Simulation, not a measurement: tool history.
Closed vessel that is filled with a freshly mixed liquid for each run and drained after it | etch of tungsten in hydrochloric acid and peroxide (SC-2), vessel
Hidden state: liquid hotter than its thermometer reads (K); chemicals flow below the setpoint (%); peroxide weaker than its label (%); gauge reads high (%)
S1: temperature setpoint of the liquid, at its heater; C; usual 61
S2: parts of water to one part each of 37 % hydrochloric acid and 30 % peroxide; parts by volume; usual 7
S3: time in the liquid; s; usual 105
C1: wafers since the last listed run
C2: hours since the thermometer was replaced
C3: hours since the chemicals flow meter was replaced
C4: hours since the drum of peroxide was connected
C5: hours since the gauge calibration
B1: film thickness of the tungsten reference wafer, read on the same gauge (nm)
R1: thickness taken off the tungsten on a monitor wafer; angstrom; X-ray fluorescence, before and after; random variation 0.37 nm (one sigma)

| run | day | S1 | S2 | S3 | C1 | C2 | C3 | C4 | C5 | B1 | R1 |
|---|---|---|---|---|---|---|---|---|---|---|---|
| 1 | 0 | 61 | 7 | 140 | 0 | 855.9 | 1519.5 | 554.5 | 814.9 | 51.69 | 507.1 |
| 2 | 2.142 | 61 | 7 | 140 | 3844 | 907.3 | 1570.9 | 605.9 | 866.3 | 51.77 | 517.5 |
| 3 | 4.788 | 61 | 7 | 60 | 4749 | 970.8 | 1634.4 | 669.4 | 929.8 | 51.93 | 223.1 |
| 4 | 7.462 | 61 | 7 | 60 | 4801 | 1035 | 1698.6 | 733.6 | 994 | 52.06 | 221 |
| 5 | 9.638 | 61 | 7 | 60 | 3904 | 1087.2 | 1750.8 | 785.8 | 1046.2 | 52.16 | 225.9 |
|  | 11.117 | chemicals flow meter replaced |
| 6 | 11.767 | 61 | 6 | 105 | 3747 | 1138.3 | 15.6 | 836.9 | 1097.3 | 52.28 | 444.4 |
| 7 | 13.171 | 61 | 7 | 105 | 2520 | 1172 | 49.3 | 870.6 | 1131 | 52.33 | 396.6 |
| 8 | 14.925 | 61 | 7 | 105 | 3148 | 1214.1 | 91.4 | 912.7 | 1173.1 | 52.39 | 383.3 |
| 9 | 16.821 | 61 | 7 | 145 | 3403 | 1259.6 | 136.9 | 958.2 | 1218.6 | 52.5 | 544.9 |
| 10 | 18.167 | 61 | 5 | 105 | 2415 | 1291.9 | 169.2 | 990.5 | 1250.9 | 52.57 | 508.8 |
| 11 | 19.371 | 61 | 5 | 105 | 2161 | 1320.8 | 198.1 | 1019.4 | 1279.8 | 52.64 | 505.6 |
| 12 | 20.508 | 61 | 5 | 105 | 2041 | 1348.1 | 225.4 | 1046.7 | 1307.1 | 52.7 | 498.8 |
| 13 | 22.75 | 70.5 | 7 | 150 | 4023 | 1401.9 | 279.2 | 1100.5 | 1360.9 | 52.8 | 997.3 |
|  | 22.846 | gauge calibrated |
|  | 23.429 | new drum of peroxide connected |
| 14 | 25.342 | 61 | 9 | 105 | 4577 | 1464.1 | 341.4 | 45.9 | 59.9 | 50.33 | 307.4 |
| 15 | 27.712 | 65 | 5.5 | 60 | 4255 | 1521 | 398.3 | 102.8 | 116.8 | 50.48 | 328.8 |
| 16 | 29.642 | 70.5 | 9 | 125 | 3462 | 1567.3 | 444.6 | 149.1 | 163.1 | 50.58 | 655.8 |
|  | 29.921 | thermometer replaced |
| 17 | 31.138 | 70 | 5.5 | 155 | 2610 | 29.2 | 480.5 | 185 | 199 | 50.65 | 1145.4 |
| 18 | 32.312 | 61 | 5 | 140 | 2109 | 57.4 | 508.7 | 213.2 | 227.2 | 50.7 | 653.2 |
| 19 | 34.967 | 61 | 7 | 75 | 4764 | 121.1 | 572.4 | 276.9 | 290.9 | 50.83 | 268.7 |
| 20 | 36.317 | 58 | 8 | 105 | 2423 | 153.5 | 604.8 | 309.3 | 323.3 | 50.9 | 283.1 |
| 21 | 37.329 | 61 | 4 | 105 | 1817 | 177.8 | 629.1 | 333.6 | 347.6 | 50.95 | 575.1 |
| 22 | 39.204 | 57 | 7 | 70 | 3365 | 222.8 | 674.1 | 378.6 | 392.6 | 51.06 | 198 |
| 23 | 41.05 | 61 | 7 | 105 | 3313 | 267.1 | 718.4 | 422.9 | 436.9 | 51.13 | 381.3 |
| 24 | 42.238 | 61 | 7 | 105 | 2131 | 295.6 | 746.9 | 451.4 | 465.4 | 51.18 | 382.4 |
| 25 | 43.358 | 52 | 6 | 105 | 2011 | 322.5 | 773.8 | 478.3 | 492.3 | 51.23 | 246 |
| 26 | 44.442 | 61 | 7 | 105 | 1944 | 348.5 | 799.8 | 504.3 | 518.3 | 51.29 | 380.2 |

Forecast run 27:
| 27 | 45.871 | 56.5 | 9.5 | 105 | 2565 | 382.8 | 834.1 | 538.6 | 552.6 | ? | ? |

B1: 51.35
R1: 230 angstrom
Without the tool's hidden state the same run would have given R1 223.9 angstrom.

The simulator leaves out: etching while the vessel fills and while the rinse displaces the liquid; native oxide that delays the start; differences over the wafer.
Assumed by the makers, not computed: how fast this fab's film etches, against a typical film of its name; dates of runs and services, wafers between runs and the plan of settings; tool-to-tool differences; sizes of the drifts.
